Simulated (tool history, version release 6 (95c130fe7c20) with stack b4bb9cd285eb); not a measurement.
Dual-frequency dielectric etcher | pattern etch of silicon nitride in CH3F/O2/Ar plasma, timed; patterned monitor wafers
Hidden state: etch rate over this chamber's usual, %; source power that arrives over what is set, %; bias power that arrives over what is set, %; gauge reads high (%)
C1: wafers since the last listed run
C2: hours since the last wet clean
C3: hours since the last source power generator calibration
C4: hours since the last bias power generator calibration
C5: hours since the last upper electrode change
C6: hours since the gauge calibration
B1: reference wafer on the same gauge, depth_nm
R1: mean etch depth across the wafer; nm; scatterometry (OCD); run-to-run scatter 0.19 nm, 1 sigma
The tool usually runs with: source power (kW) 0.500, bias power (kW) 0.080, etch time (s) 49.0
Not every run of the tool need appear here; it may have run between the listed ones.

run 1 hour=0.0 | source_power_(kW)=0.500 bias_power_(kW)=0.089 etch_time_(s)=55.5 | C1=0 C2=416.1 C3=4798.2 C4=2412.8 C5=3843.0 C6=94.9 | B1=44.85 | R1=47.24
run 2 hour=17.4 | source_power_(kW)=0.500 bias_power_(kW)=0.089 etch_time_(s)=55.5 | C1=234 C2=433.5 C3=4815.6 C4=2430.2 C5=3860.4 C6=112.3 | B1=44.89 | R1=47.43
run 3 hour=38.9 | source_power_(kW)=0.500 bias_power_(kW)=0.080 etch_time_(s)=49.0 | C1=289 C2=455.0 C3=4837.1 C4=2451.7 C5=3881.9 C6=133.8 | B1=44.90 | R1=39.85
run 4 hour=55.4 | source_power_(kW)=0.500 bias_power_(kW)=0.080 etch_time_(s)=49.0 | C1=222 C2=471.5 C3=4853.6 C4=2468.2 C5=3898.4 C6=150.3 | B1=44.93 | R1=39.77
-- hour=87.0 bias power generator calibrated
-- hour=88.5 upper electrode replaced
run 5 hour=89.0 | source_power_(kW)=0.500 bias_power_(kW)=0.080 etch_time_(s)=49.0 | C1=378 C2=505.1 C3=4887.2 C4=2.0 C5=0.5 C6=183.9 | B1=44.96 | R1=40.14
run 6 hour=89.3 | source_power_(kW)=0.500 bias_power_(kW)=0.080 etch_time_(s)=49.0 | C1=4 C2=505.4 C3=4887.5 C4=2.3 C5=0.8 C6=184.2 | B1=44.88 | R1=40.25
run 7 hour=94.1 | source_power_(kW)=0.500 bias_power_(kW)=0.080 etch_time_(s)=49.0 | C1=64 C2=510.2 C3=4892.3 C4=7.1 C5=5.6 C6=189.0 | B1=44.93 | R1=40.02
run 8 hour=104.0 | source_power_(kW)=0.500 bias_power_(kW)=0.080 etch_time_(s)=49.0 | C1=133 C2=520.1 C3=4902.2 C4=17.0 C5=15.5 C6=198.9 | B1=44.86 | R1=40.07
-- hour=135.1 wet clean of the chamber
run 9 hour=135.6 | source_power_(kW)=0.500 bias_power_(kW)=0.089 etch_time_(s)=55.5 | C1=102 C2=0.5 C3=4933.8 C4=48.6 C5=47.1 C6=230.5 | B1=44.87 | R1=45.47
run 10 hour=135.9 | source_power_(kW)=0.530 bias_power_(kW)=0.085 etch_time_(s)=54.5 | C1=4 C2=0.8 C3=4934.1 C4=48.9 C5=47.4 C6=230.8 | B1=44.83 | R1=44.53
run 11 hour=141.3 | source_power_(kW)=0.560 bias_power_(kW)=0.090 etch_time_(s)=49.0 | C1=72 C2=6.2 C3=4939.5 C4=54.3 C5=52.8 C6=236.2 | B1=44.83 | R1=42.06
run 12 hour=157.1 | source_power_(kW)=0.500 bias_power_(kW)=0.090 etch_time_(s)=49.0 | C1=212 C2=22.0 C3=4955.3 C4=70.1 C5=68.6 C6=252.0 | B1=44.93 | R1=40.47
-- hour=169.4 gauge calibrated
run 13 hour=170.5 | source_power_(kW)=0.560 bias_power_(kW)=0.080 etch_time_(s)=49.0 | C1=180 C2=35.4 C3=4968.7 C4=83.5 C5=82.0 C6=1.1 | B1=44.94 | R1=40.23
run 14 hour=178.9 | source_power_(kW)=0.500 bias_power_(kW)=0.080 etch_time_(s)=61.5 | C1=113 C2=43.8 C3=4977.1 C4=91.9 C5=90.4 C6=9.5 | B1=44.91 | R1=47.52
-- hour=187.2 source power generator calibrated
run 15 hour=194.6 | source_power_(kW)=0.500 bias_power_(kW)=0.080 etch_time_(s)=49.0 | C1=157 C2=59.5 C3=7.4 C4=107.6 C5=106.1 C6=25.2 | B1=44.91 | R1=38.21
run 16 hour=233.5 | source_power_(kW)=0.440 bias_power_(kW)=0.099 etch_time_(s)=58.0 | C1=523 C2=98.4 C3=46.3 C4=146.5 C5=145.0 C6=64.1 | B1=44.90 | R1=47.96
run 17 hour=246.9 | source_power_(kW)=0.500 bias_power_(kW)=0.086 etch_time_(s)=49.0 | C1=180 C2=111.8 C3=59.7 C4=159.9 C5=158.4 C6=77.5 | B1=44.84 | R1=39.42

Consider 3 possible next runs. They are alternatives, not a sequence: every one starts from the tool as it was left by run 17. What does each give?
run A hour=247.3 | source_power_(kW)=0.500 bias_power_(kW)=0.080 etch_time_(s)=49.0 | C1=5 C2=112.2 C3=60.1 C4=160.3 C5=158.8 C6=77.9 | B1=? | R1=?
run B hour=247.3 | source_power_(kW)=0.460 bias_power_(kW)=0.080 etch_time_(s)=49.0 | C1=5 C2=112.2 C3=60.1 C4=160.3 C5=158.8 C6=77.9 | B1=? | R1=?
run C hour=247.3 | source_power_(kW)=0.570 bias_power_(kW)=0.099 etch_time_(s)=56.5 | C1=5 C2=112.2 C3=60.1 C4=160.3 C5=158.8 C6=77.9 | B1=? | R1=?

run=A B1=44.95 R1=38.17
run=B B1=44.95 R1=36.84
run=C B1=44.95 R1=51.55
With no hidden state in the tool, these same runs would have given:
run=A R1=38.01
run=B R1=36.69
run=C R1=51.33

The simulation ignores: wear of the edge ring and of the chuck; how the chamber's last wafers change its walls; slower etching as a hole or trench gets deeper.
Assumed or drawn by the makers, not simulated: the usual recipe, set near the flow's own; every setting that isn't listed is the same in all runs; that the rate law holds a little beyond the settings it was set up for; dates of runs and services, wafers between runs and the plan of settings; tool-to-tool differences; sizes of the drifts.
